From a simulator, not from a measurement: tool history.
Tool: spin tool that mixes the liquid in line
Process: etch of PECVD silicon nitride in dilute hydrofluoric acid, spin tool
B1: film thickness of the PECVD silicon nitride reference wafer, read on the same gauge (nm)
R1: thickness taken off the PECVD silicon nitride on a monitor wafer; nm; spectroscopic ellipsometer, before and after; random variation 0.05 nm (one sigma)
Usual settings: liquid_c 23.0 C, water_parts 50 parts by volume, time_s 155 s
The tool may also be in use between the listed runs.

{"run": 1, "hour": 0.0, "liquid_c": 23.0, "water_parts": 35, "time_s": 155, "B1": 30.01, "R1": 9.5}
{"run": 2, "hour": 16.3, "liquid_c": 23.0, "water_parts": 35, "time_s": 155, "B1": 30.02, "R1": 9.46}
{"run": 3, "hour": 35.8, "liquid_c": 23.0, "water_parts": 50, "time_s": 155, "B1": 30.01, "R1": 6.72}
{"run": 4, "hour": 53.7, "liquid_c": 23.0, "water_parts": 50, "time_s": 155, "B1": 30.0, "R1": 6.66}
{"run": 5, "hour": 71.1, "liquid_c": 23.0, "water_parts": 50, "time_s": 115, "B1": 30.03, "R1": 4.95}
{"run": 6, "hour": 103.3, "liquid_c": 23.0, "water_parts": 50, "time_s": 115, "B1": 30.02, "R1": 4.91}
{"run": 7, "hour": 158.9, "liquid_c": 23.0, "water_parts": 50, "time_s": 115, "B1": 30.01, "R1": 4.93}
{"run": 8, "hour": 173.4, "liquid_c": 23.0, "water_parts": 50, "time_s": 155, "B1": 29.99, "R1": 6.7}
{"hour": 177.5, "done": "gauge calibrated"}
{"hour": 201.2, "done": "hydrofluoric acid flow meter replaced"}
{"run": 9, "hour": 208.1, "liquid_c": 23.0, "water_parts": 50, "time_s": 155, "B1": 30.0, "R1": 6.07}
{"run": 10, "hour": 226.8, "liquid_c": 23.0, "water_parts": 50, "time_s": 155, "B1": 30.01, "R1": 6.05}
{"run": 11, "hour": 242.5, "liquid_c": 23.0, "water_parts": 50, "time_s": 155, "B1": 29.99, "R1": 6.0}
{"run": 12, "hour": 257.8, "liquid_c": 23.0, "water_parts": 50, "time_s": 155, "B1": 30.0, "R1": 6.03}
{"run": 13, "hour": 269.9, "liquid_c": 23.0, "water_parts": 50, "time_s": 155, "B1": 29.96, "R1": 6.09}
{"run": 14, "hour": 289.9, "liquid_c": 23.0, "water_parts": 50, "time_s": 155, "B1": 30.02, "R1": 6.02}
{"run": 15, "hour": 313.3, "liquid_c": 23.0, "water_parts": 30, "time_s": 155, "B1": 29.99, "R1": 9.88}
{"run": 16, "hour": 328.2, "liquid_c": 23.0, "water_parts": 40, "time_s": 155, "B1": 30.01, "R1": 7.4}
{"run": 17, "hour": 354.9, "liquid_c": 23.0, "water_parts": 60, "time_s": 110, "B1": 30.02, "R1": 3.58}
{"run": 18, "hour": 409.0, "liquid_c": 23.0, "water_parts": 70, "time_s": 155, "B1": 30.03, "R1": 4.33}
{"hour": 413.1, "done": "thermometer replaced"}
{"run": 19, "hour": 423.8, "liquid_c": 25.0, "water_parts": 30, "time_s": 155, "B1": 30.01, "R1": 13.72}
{"run": 20, "hour": 437.1, "liquid_c": 23.0, "water_parts": 45, "time_s": 155, "B1": 30.0, "R1": 8.1}
{"run": 21, "hour": 458.6, "liquid_c": 21.5, "water_parts": 30, "time_s": 125, "B1": 29.99, "R1": 8.78}
{"run": 22, "hour": 474.5, "liquid_c": 23.0, "water_parts": 50, "time_s": 155, "B1": 29.99, "R1": 7.21}
{"run": 23, "hour": 490.9, "liquid_c": 25.0, "water_parts": 50, "time_s": 155, "B1": 30.01, "R1": 8.34}
{"run": 24, "hour": 503.8, "liquid_c": 21.5, "water_parts": 50, "time_s": 155, "B1": 29.99, "R1": 6.6}
{"run": 25, "hour": 520.3, "liquid_c": 18.0, "water_parts": 65, "time_s": 115, "B1": 30.02, "R1": 3.02}
{"run": 26, "hour": 545.3, "liquid_c": 23.0, "water_parts": 50, "time_s": 155, "B1": 30.0, "R1": 7.35}
{"run": 27, "hour": 572.4, "liquid_c": 23.0, "water_parts": 50, "time_s": 155, "B1": 30.04, "R1": 7.34}
{"run": 28, "hour": 589.8, "liquid_c": 23.0, "water_parts": 50, "time_s": 155, "B1": 30.01, "R1": 7.39}

3 ways to go on from here, each from the tool as it stands after run 28. What would each give?
{"run": "A", "hour": 590.3, "liquid_c": 23.0, "water_parts": 50, "time_s": 155, "B1": "?", "R1": "?"}
{"run": "B", "hour": 590.3, "liquid_c": 23.0, "water_parts": 50, "time_s": 235, "B1": "?", "R1": "?"}
{"run": "C", "hour": 590.3, "liquid_c": 20.5, "water_parts": 50, "time_s": 155, "B1": "?", "R1": "?"}

run=A B1=29.98 R1=7.26
run=B B1=29.98 R1=11.01
run=C B1=29.98 R1=6.12
Without the tool's hidden state the same runs would have given:
run=A R1=7.11
run=B R1=10.78
run=C R1=5.99
